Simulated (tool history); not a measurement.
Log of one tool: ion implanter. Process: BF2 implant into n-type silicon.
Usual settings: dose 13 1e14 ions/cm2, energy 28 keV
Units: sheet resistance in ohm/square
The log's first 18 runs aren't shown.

| run | hour | dose | energy | read-back reference wafer on the same gauge, sheet resistance | sheet resistance |
|---|---|---|---|---|---|
| 19 | 548.1 | 14.5 | 23.5 | 166.01 | 181 |
| 20 | 567.2 | 14.33 | 22 | 166.02 | 187.94 |
| 21 | 586.7 | 13 | 24 | 165.93 | 181.56 |
| 22 | 617.4 | 14.7 | 35 | 165.95 | 143.99 |
| 23 | 630 | 13 | 28 | 166.06 | 166.49 |
| 24 | 658.3 | 13 | 28 | 166.01 | 166.51 |
| 25 | 682.3 | 11.32 | 25 | 165.99 | 182.4 |
|  | 706.4 | gauge calibrated |
| 26 | 709 | 13 | 28 | 166.01 | 167.19 |
| 27 | 743.2 | 13 | 28 | 166.01 | 167.05 |
| 28 | 772.8 | 11.33 | 28 | 166.01 | 171.53 |
| 29 | 798.7 | 15.66 | 34 | 166.03 | 144.75 |
| 30 | 834.7 | 13 | 28 | 166.01 | 167.41 |
| 31 | 861.2 | 9.24 | 33.5 | 166.03 | 165.37 |
| 32 | 889.4 | 13 | 28 | 165.97 | 166.92 |
| 33 | 947.3 | 11.51 | 20 | 165.96 | 205.26 |

3 ways to go on from here, each from the tool as it stands after run 33. What would each give?
| A | 947.7 | 13 | 23 | ? | ? |
| B | 947.7 | 11.64 | 36 | ? | ? |
| C | 947.7 | 16.64 | 20 | ? | ? |

| run | read-back reference wafer on the same gauge, sheet resistance | sheet resistance |
|---|---|---|
| A | 165.97 | 187.13 |
| B | 165.97 | 149.89 |
| C | 165.97 | 195.32 |
Without the tool's hidden state the same runs would have given:
| run | sheet resistance |
|---|---|
| A | 186.03 |
| B | 148.43 |
| C | 194.34 |
